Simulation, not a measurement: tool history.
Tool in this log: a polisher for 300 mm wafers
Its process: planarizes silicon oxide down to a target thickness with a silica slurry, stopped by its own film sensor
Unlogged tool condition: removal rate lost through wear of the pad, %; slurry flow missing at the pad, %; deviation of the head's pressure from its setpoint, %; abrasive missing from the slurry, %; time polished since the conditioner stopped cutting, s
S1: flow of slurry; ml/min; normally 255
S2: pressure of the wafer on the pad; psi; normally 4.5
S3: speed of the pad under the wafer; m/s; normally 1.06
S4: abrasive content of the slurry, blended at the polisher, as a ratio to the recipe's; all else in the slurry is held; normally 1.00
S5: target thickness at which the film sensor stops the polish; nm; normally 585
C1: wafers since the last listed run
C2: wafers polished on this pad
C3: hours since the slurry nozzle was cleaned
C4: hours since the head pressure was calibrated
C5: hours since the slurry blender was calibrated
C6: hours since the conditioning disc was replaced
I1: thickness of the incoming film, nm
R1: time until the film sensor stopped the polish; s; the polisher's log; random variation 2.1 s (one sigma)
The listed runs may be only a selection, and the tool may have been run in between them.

run 1 hour=0.0 | S1=295 S2=4.5 S3=1.06 S4=1.00 S5=585 | C1=0 C2=102 C3=69.3 C4=701.6 C5=51.3 C6=175.8 | I1=987.9 | R1=159.4
-- hour=33.1 conditioning disc replaced and pad reconditioned
run 2 hour=86.9 | S1=255 S2=4.5 S3=1.06 S4=1.00 S5=585 | C1=676 C2=778 C3=156.2 C4=788.5 C5=138.2 C6=53.8 | I1=985.4 | R1=169.8
run 3 hour=112.0 | S1=255 S2=4.5 S3=1.06 S4=1.00 S5=585 | C1=199 C2=977 C3=181.3 C4=813.6 C5=163.3 C6=78.9 | I1=975.3 | R1=168.3
run 4 hour=135.5 | S1=255 S2=4.5 S3=1.06 S4=1.00 S5=655 | C1=187 C2=1165 C3=204.8 C4=837.1 C5=186.8 C6=102.4 | I1=976.2 | R1=142.5
-- hour=186.0 slurry blender recalibrated
-- hour=210.5 worn pad replaced by a new one
-- hour=219.9 conditioning disc replaced and pad reconditioned
run 5 hour=226.0 | S1=255 S2=4.5 S3=1.06 S4=1.00 S5=655 | C1=656 C2=107 C3=295.3 C4=927.6 C5=40.0 C6=6.1 | I1=963.8 | R1=126.2
run 6 hour=301.7 | S1=255 S2=4.5 S3=1.06 S4=1.00 S5=655 | C1=602 C2=710 C3=371.0 C4=1003.3 C5=115.7 C6=81.8 | I1=981.5 | R1=139.6
-- hour=317.7 head pressure recalibrated
run 7 hour=327.9 | S1=255 S2=4.5 S3=1.06 S4=0.90 S5=585 | C1=192 C2=903 C3=397.2 C4=10.2 C5=141.9 C6=108.0 | I1=974.3 | R1=151.1
run 8 hour=349.3 | S1=255 S2=4.5 S3=1.06 S4=0.90 S5=585 | C1=170 C2=1073 C3=418.6 C4=31.6 C5=163.3 C6=129.4 | I1=976.9 | R1=157.5
run 9 hour=368.0 | S1=255 S2=4.5 S3=0.90 S4=1.00 S5=585 | C1=148 C2=1222 C3=437.3 C4=50.3 C5=182.0 C6=148.1 | I1=971.7 | R1=167.6
run 10 hour=388.6 | S1=255 S2=4.5 S3=0.90 S4=1.00 S5=585 | C1=164 C2=1386 C3=457.9 C4=70.9 C5=202.6 C6=168.7 | I1=984.8 | R1=177.1
-- hour=414.0 slurry nozzle cleaned
run 11 hour=416.2 | S1=255 S2=4.5 S3=1.06 S4=1.00 S5=585 | C1=211 C2=1598 C3=2.2 C4=98.5 C5=230.2 C6=196.3 | I1=1000.4 | R1=172.1
-- hour=436.3 worn pad replaced by a new one
-- hour=441.7 slurry blender recalibrated
run 12 hour=442.2 | S1=255 S2=4.5 S3=1.06 S4=1.00 S5=655 | C1=159 C2=30 C3=28.2 C4=124.5 C5=0.5 C6=222.3 | I1=961.2 | R1=108.6
-- hour=446.3 conditioning disc replaced and pad reconditioned
run 13 hour=472.8 | S1=295 S2=4.5 S3=1.06 S4=1.00 S5=585 | C1=227 C2=258 C3=58.8 C4=155.1 C5=31.1 C6=26.5 | I1=966.4 | R1=139.5
run 14 hour=498.6 | S1=255 S2=4.5 S3=1.06 S4=1.25 S5=463 | C1=205 C2=464 C3=84.6 C4=180.9 C5=56.9 C6=52.3 | I1=984.8 | R1=173.2
run 15 hour=527.9 | S1=320 S2=4.5 S3=0.70 S4=1.00 S5=647 | C1=233 C2=697 C3=113.9 C4=210.2 C5=86.2 C6=81.6 | I1=968.6 | R1=150.1
run 16 hour=544.4 | S1=255 S2=4.0 S3=1.06 S4=1.00 S5=585 | C1=131 C2=828 C3=130.4 C4=226.7 C5=102.7 C6=98.1 | I1=992.3 | R1=177.4
run 17 hour=572.3 | S1=255 S2=4.5 S3=1.06 S4=1.00 S5=585 | C1=222 C2=1051 C3=158.3 C4=254.6 C5=130.6 C6=126.0 | I1=995.8 | R1=159.4
run 18 hour=589.1 | S1=255 S2=5.9 S3=1.06 S4=1.00 S5=585 | C1=133 C2=1184 C3=175.1 C4=271.4 C5=147.4 C6=142.8 | I1=988.5 | R1=119.8
run 19 hour=625.0 | S1=255 S2=4.5 S3=1.40 S4=0.90 S5=585 | C1=285 C2=1470 C3=211.0 C4=307.3 C5=183.3 C6=178.7 | I1=983.1 | R1=146.0
-- hour=635.5 conditioning disc replaced and pad reconditioned
-- hour=646.5 worn pad replaced by a new one
run 20 hour=651.2 | S1=255 S2=4.5 S3=1.42 S4=0.75 S5=627 | C1=160 C2=37 C3=237.2 C4=333.5 C5=209.5 C6=15.7 | I1=983.5 | R1=145.0
run 21 hour=680.7 | S1=200 S2=4.0 S3=1.06 S4=1.00 S5=496 | C1=234 C2=272 C3=266.7 C4=363.0 C5=239.0 C6=45.2 | I1=967.9 | R1=229.2
-- hour=682.7 slurry blender recalibrated
run 22 hour=781.0 | S1=205 S2=4.5 S3=1.42 S4=1.15 S5=585 | C1=782 C2=1054 C3=367.0 C4=463.3 C5=98.3 C6=145.5 | I1=995.3 | R1=132.9
run 23 hour=800.8 | S1=255 S2=4.5 S3=0.88 S4=0.80 S5=585 | C1=157 C2=1212 C3=386.8 C4=483.1 C5=118.1 C6=165.3 | I1=982.5 | R1=198.3
-- hour=840.5 conditioning disc replaced and pad reconditioned
run 24 hour=860.1 | S1=255 S2=3.8 S3=1.06 S4=1.00 S5=713 | C1=456 C2=1668 C3=446.1 C4=542.4 C5=177.4 C6=19.6 | I1=967.4 | R1=131.2
-- hour=877.4 worn pad replaced by a new one
run 25 hour=877.9 | S1=255 S2=4.5 S3=1.42 S4=1.00 S5=585 | C1=109 C2=3 C3=463.9 C4=560.2 C5=195.2 C6=37.4 | I1=969.3 | R1=138.3
run 26 hour=890.7 | S1=185 S2=4.5 S3=1.06 S4=0.80 S5=585 | C1=101 C2=105 C3=476.7 C4=573.0 C5=208.0 C6=50.2 | I1=974.5 | R1=200.9

Hidden state or all else? Some run-to-run changes of R1, split into what the settings, what came in and random variation would give without the hidden state, and what is left for the hidden state (with any gauge scatter that isn't in both results):
Run 11 -> 12: S5 585 -> 655, worn pad replaced by a new one, slurry blender recalibrated. R1 -63.5 s: hidden state -26.6, all else -36.9.
Run 20 -> 21: S1 255 -> 200, S2 4.5 -> 4.0, S3 1.42 -> 1.06, S4 0.75 -> 1.00, S5 627 -> 496. R1 +84.2 s: hidden state +19.0, all else +65.2.
Run 21 -> 22: S1 200 -> 205, S2 4.0 -> 4.5, S3 1.06 -> 1.42, S4 1.00 -> 1.15, S5 496 -> 585, slurry blender recalibrated. R1 -96.3 s: hidden state -29.1, all else -67.2.
